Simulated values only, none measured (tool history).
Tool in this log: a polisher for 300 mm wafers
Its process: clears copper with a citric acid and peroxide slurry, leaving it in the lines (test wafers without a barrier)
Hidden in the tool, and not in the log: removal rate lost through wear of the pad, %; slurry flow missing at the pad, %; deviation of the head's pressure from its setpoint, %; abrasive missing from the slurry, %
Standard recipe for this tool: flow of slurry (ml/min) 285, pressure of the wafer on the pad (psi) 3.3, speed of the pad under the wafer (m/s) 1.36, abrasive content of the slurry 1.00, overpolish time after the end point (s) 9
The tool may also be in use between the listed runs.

run,hour,flow of slurry (ml/min),pressure of the wafer on the pad (psi),speed of the pad under the wafer (m/s),abrasive content of the slurry,overpolish time after the end point (s),wafers since the last listed run,wafers polished on this pad,hours since the slurry nozzle was cleaned,hours since the head pressure was calibrated,hours since the slurry blender was calibrated,"incoming thickness of the incoming film, nm",time until the end point was called (s),dishing of a wide line in a test structure (angstrom)
1,0.0,285,3.3,1.36,1.00,9,0,2386,198.8,939.6,488.3,340.1,133.9,153
2,37.7,285,3.3,1.36,1.00,9,279,2665,236.5,977.3,526.0,336.3,141.5,152
3,136.5,285,3.3,1.36,1.00,9,732,3398,335.3,1076.1,624.8,340.1,141.0,151
4,184.9,285,3.3,1.36,1.00,9,358,3757,383.7,1124.5,673.2,341.6,138.7,145
5,237.2,220,3.3,1.62,1.00,9,387,4144,436.0,1176.8,725.5,341.0,133.1,162
# hour 249.2: head pressure recalibrated
# hour 267.0: slurry blender recalibrated
6,321.4,350,4.3,1.36,1.00,12,594,4739,520.2,72.2,54.4,340.1,106.0,232
7,378.5,285,3.3,1.06,1.20,9,423,5162,577.3,129.3,111.5,344.8,176.6,128
# hour 392.4: worn pad replaced by a new one
8,474.0,220,3.3,1.62,1.00,9,678,604,672.8,224.8,207.0,338.1,122.7,169
9,523.5,220,3.3,1.62,1.00,9,366,971,722.3,274.3,256.5,335.4,123.9,163
# hour 549.4: slurry nozzle cleaned
10,603.9,285,3.3,0.92,1.00,13,588,1560,54.5,354.7,336.9,341.0,176.9,167
11,659.0,285,4.4,1.36,1.00,9,408,1968,109.6,409.8,392.0,342.9,102.1,187
# hour 929.7: slurry blender recalibrated
12,971.7,285,4.1,0.94,1.00,9,2303,4271,422.3,722.5,42.0,345.3,161.6,139
13,1009.7,310,3.3,1.36,1.00,10,281,4553,460.3,760.5,80.0,340.7,141.8,164
# hour 1068.4: worn pad replaced by a new one
14,1068.9,285,3.7,1.36,0.85,10,409,3,519.5,819.7,139.2,335.4,115.8,190
15,1160.0,260,2.2,1.36,1.00,9,675,678,610.6,910.8,230.3,341.0,198.3,111
# hour 1193.1: slurry nozzle cleaned
16,1199.4,285,3.3,1.36,1.00,9,284,963,6.3,950.2,269.7,336.2,126.3,170
17,1299.5,350,3.3,1.36,1.20,10,741,1705,106.4,1050.3,369.8,339.0,121.6,181
18,1378.8,335,3.8,1.36,1.00,9,587,2293,185.7,1129.6,449.1,339.8,119.5,177
19,1441.0,285,3.3,1.36,1.30,13,461,2754,247.9,1191.8,511.3,344.7,134.5,212
# hour 1462.4: head pressure recalibrated
20,1523.9,285,3.3,1.36,1.00,5,599,3353,330.8,61.5,594.2,341.1,145.5,91

What will run 21 give?
# hour 1562.5: slurry blender recalibrated
21,1791.7,285,3.3,1.36,1.00,9,1970,5324,598.6,329.3,229.2,346.8,?,?

{"run 21": {"time until the end point was called (s)": 148.6, "dishing of a wide line in a test structure (angstrom)": 146}}
With the hidden condition absent and the run-to-run variation left alone, this run would have shown time until the end point was called (s) 121.0, dishing of a wide line in a test structure (angstrom) 172.

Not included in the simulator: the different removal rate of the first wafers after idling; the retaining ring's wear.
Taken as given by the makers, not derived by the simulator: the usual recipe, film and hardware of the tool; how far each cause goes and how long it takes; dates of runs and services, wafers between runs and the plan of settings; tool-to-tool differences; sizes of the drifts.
